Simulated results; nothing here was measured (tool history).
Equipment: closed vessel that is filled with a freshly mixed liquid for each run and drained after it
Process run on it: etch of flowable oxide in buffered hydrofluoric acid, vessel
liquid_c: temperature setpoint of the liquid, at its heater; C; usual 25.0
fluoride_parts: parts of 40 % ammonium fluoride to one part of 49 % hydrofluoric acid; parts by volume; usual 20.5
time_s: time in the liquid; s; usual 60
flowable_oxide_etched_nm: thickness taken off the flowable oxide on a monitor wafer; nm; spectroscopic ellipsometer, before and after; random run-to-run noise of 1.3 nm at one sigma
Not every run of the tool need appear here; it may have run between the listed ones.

| run | hour | liquid_c | fluoride_parts | time_s | wafers since the last listed run | hours since the thermometer was replaced | hours since the hydrofluoric acid flow meter was replaced | hours since the gauge calibration | read-back film thickness of the flowable oxide reference wafer, read on the same gauge (nm) | flowable_oxide_etched_nm |
|---|---|---|---|---|---|---|---|---|---|---|
| 1 | 0.0 | 26.0 | 20.5 | 60 | 0 | 2102.9 | 1525.5 | 175.1 | 119.97 | 154.32 |
| 2 | 10.1 | 26.0 | 20.5 | 60 | 1056 | 2113.0 | 1535.6 | 185.2 | 120.00 | 155.35 |
| 3 | 22.5 | 25.0 | 24.0 | 70 | 1297 | 2125.4 | 1548.0 | 197.6 | 120.01 | 155.00 |
| 4 | 33.9 | 25.0 | 20.5 | 60 | 1192 | 2136.8 | 1559.4 | 209.0 | 119.99 | 148.80 |
| 5 | 50.5 | 25.0 | 20.5 | 60 | 1737 | 2153.4 | 1576.0 | 225.6 | 119.96 | 147.38 |
| 6 | 65.8 | 25.0 | 20.5 | 60 | 1600 | 2168.7 | 1591.3 | 240.9 | 119.98 | 149.48 |
| 7 | 73.4 | 25.0 | 20.5 | 60 | 795 | 2176.3 | 1598.9 | 248.5 | 120.01 | 147.49 |
| 8 | 87.2 | 25.0 | 20.5 | 45 | 1444 | 2190.1 | 1612.7 | 262.3 | 120.00 | 111.04 |
| 9 | 97.4 | 25.0 | 20.5 | 45 | 1067 | 2200.3 | 1622.9 | 272.5 | 120.00 | 111.43 |
| 10 | 107.2 | 25.0 | 20.5 | 60 | 1025 | 2210.1 | 1632.7 | 282.3 | 120.01 | 148.53 |
| 11 | 119.2 | 25.0 | 20.5 | 60 | 1255 | 2222.1 | 1644.7 | 294.3 | 119.99 | 146.59 |
| 12 | 127.5 | 25.0 | 20.5 | 60 | 868 | 2230.4 | 1653.0 | 302.6 | 119.97 | 147.23 |
| 13 | 140.6 | 25.0 | 20.5 | 80 | 1370 | 2243.5 | 1666.1 | 315.7 | 120.00 | 197.72 |
| 14 | 152.1 | 25.0 | 20.5 | 60 | 1203 | 2255.0 | 1677.6 | 327.2 | 120.01 | 147.10 |
| 15 | 162.6 | 25.0 | 13.0 | 30 | 1098 | 2265.5 | 1688.1 | 337.7 | 119.97 | 114.83 |
|  | 167.9 | thermometer replaced |
| 16 | 168.9 | 22.0 | 20.5 | 80 | 554 | 1.0 | 1694.4 | 344.0 | 119.98 | 169.16 |
| 17 | 176.7 | 25.0 | 20.5 | 60 | 816 | 8.8 | 1702.2 | 351.8 | 120.00 | 150.77 |
| 18 | 189.3 | 25.0 | 20.5 | 60 | 1318 | 21.4 | 1714.8 | 364.4 | 119.99 | 146.88 |
|  | 189.9 | gauge calibrated |
|  | 203.4 | hydrofluoric acid flow meter replaced |
| 19 | 206.0 | 30.0 | 15.0 | 35 | 1642 | 38.1 | 2.6 | 16.1 | 120.01 | 153.07 |
| 20 | 216.3 | 25.0 | 20.5 | 60 | 1077 | 48.4 | 12.9 | 26.4 | 120.00 | 147.09 |
| 21 | 222.5 | 29.5 | 24.0 | 60 | 648 | 54.6 | 19.1 | 32.6 | 119.97 | 169.51 |
| 22 | 237.4 | 20.5 | 27.0 | 60 | 1559 | 69.5 | 34.0 | 47.5 | 119.99 | 95.80 |
| 23 | 249.3 | 28.5 | 26.0 | 90 | 1245 | 81.4 | 45.9 | 59.4 | 119.99 | 226.81 |
| 24 | 259.3 | 21.5 | 24.0 | 60 | 1046 | 91.4 | 55.9 | 69.4 | 120.01 | 111.09 |
| 25 | 268.0 | 25.0 | 17.5 | 45 | 910 | 100.1 | 64.6 | 78.1 | 120.02 | 128.74 |
| 26 | 280.0 | 28.0 | 24.5 | 60 | 1255 | 112.1 | 76.6 | 90.1 | 120.01 | 152.26 |

Across each entry between runs, compare the hidden state at the last listed run before it with the hidden state at the first listed run after it:
Between runs 15 and 16: thermometer replaced (hour 167.9)
  no difference in the tool's unlogged condition between these two runs
Between runs 18 and 19: gauge calibrated (hour 189.9); hydrofluoric acid flow meter replaced (hour 203.4)
  no difference in the tool's unlogged condition between these two runs

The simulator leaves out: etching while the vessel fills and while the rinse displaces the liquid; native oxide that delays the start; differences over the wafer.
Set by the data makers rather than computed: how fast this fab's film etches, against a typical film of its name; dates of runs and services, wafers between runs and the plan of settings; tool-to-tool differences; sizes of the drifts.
